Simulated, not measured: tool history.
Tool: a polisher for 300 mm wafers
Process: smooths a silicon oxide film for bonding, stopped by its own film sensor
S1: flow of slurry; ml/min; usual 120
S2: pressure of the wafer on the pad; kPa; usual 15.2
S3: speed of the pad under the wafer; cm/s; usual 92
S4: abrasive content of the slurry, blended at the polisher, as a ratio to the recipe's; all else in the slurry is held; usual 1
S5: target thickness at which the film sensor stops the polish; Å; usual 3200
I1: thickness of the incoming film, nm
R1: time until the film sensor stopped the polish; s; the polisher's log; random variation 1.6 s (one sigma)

run	hour	S1	S2	S3	S4	S5	I1	R1
1	0	120	15.2	92	0.8	3040	393.5	151.9
# hour 5.8: slurry blender recalibrated
# hour 47.3: worn pad replaced by a new one
2	47.8	120	15.2	92	0.8	3040	389.8	143.3
3	83.3	120	15.2	92	0.8	3200	393.9	120
4	131.2	120	15.2	92	0.8	3200	391.6	117.6
5	166.6	120	15.2	92	0.8	3200	392	115.7
# hour 221.6: head pressure recalibrated
6	222.1	120	15.2	92	1	3200	387.7	115.8
7	286.4	120	15.2	92	1	3200	391.3	123.8
8	352.5	120	15.2	92	1	3200	388.1	115.6
# hour 367.8: slurry blender recalibrated
9	403.6	120	15.2	92	1	3200	385.7	112.2
# hour 432.1: slurry nozzle cleaned
10	467.2	110	15.2	92	1	3200	385.9	114.6
# hour 481.3: worn pad replaced by a new one
11	508.3	120	15.2	92	1	3200	383.6	108.1
12	699.9	120	15.2	92	1.25	3200	387	104.7
13	801	120	15.2	92	0.8	3200	392.1	130.1
14	831.1	120	15.2	92	1	3200	389	113.8
# hour 848: slurry blender recalibrated
15	893.5	120	16.5	120	0.8	3290	389.8	81.6
# hour 907.5: worn pad replaced by a new one
16	958.8	135	12.4	92	1	3200	393.5	143.6
17	1020.3	130	15.2	92	1	3200	390.1	111.2
18	1070.1	120	13.1	92	1	3200	393.9	136.1
# hour 1074: slurry nozzle cleaned
19	1106.4	120	20	92	1	3300	390.5	70.2
# hour 1154.3: head pressure recalibrated
20	1173.3	120	15.2	72	1	3200	382.8	124.4
21	1243.4	100	15.2	92	1	3030	384.3	141.4
22	1283.3	155	15.2	92	1	3200	395.3	121.6
# hour 1293.7: slurry blender recalibrated
23	1317	120	15.2	92	0.85	3200	391.2	126.7
# hour 1358.5: worn pad replaced by a new one
24	1362.4	110	18.6	92	1	3200	387.8	95.3
25	1420.2	120	13.1	102	1	3440	387.5	78.5
26	1447.9	120	17.2	92	1	3200	388.5	99.9
27	1518.1	160	16.5	92	0.75	3200	384.9	105
28	1550.9	135	13.8	92	1.1	3050	394.1	150.5
29	1575.6	120	15.2	92	1	3200	382.4	100.3
30	1625.4	120	10.3	80	1.25	3200	387.1	156
31	1679.5	120	15.2	92	1	3200	396.3	123

The tool's hidden state at each run:
removal rate lost through wear of the pad, %: 0 in every run
slurry flow missing at the pad, %: 0 in every run
abrasive missing from the slurry, %: 0 in every run
H1: deviation of the head's pressure from its setpoint, %
run	H1
1	11.7
2	12.7
3	13.5
4	14.6
5	15.5
6	-1.87
7	-1.82
8	-1.69
9	-1.51
10	-1.22
11	-0.987
12	0.585
13	1.73
14	2.12
15	2.97
16	3.96
17	4.97
18	5.85
19	6.53
20	1.31
21	1.39
22	1.48
23	1.59
24	1.77
25	2.06
26	2.23
27	2.72
28	2.99
29	3.21
30	3.68
31	4.26
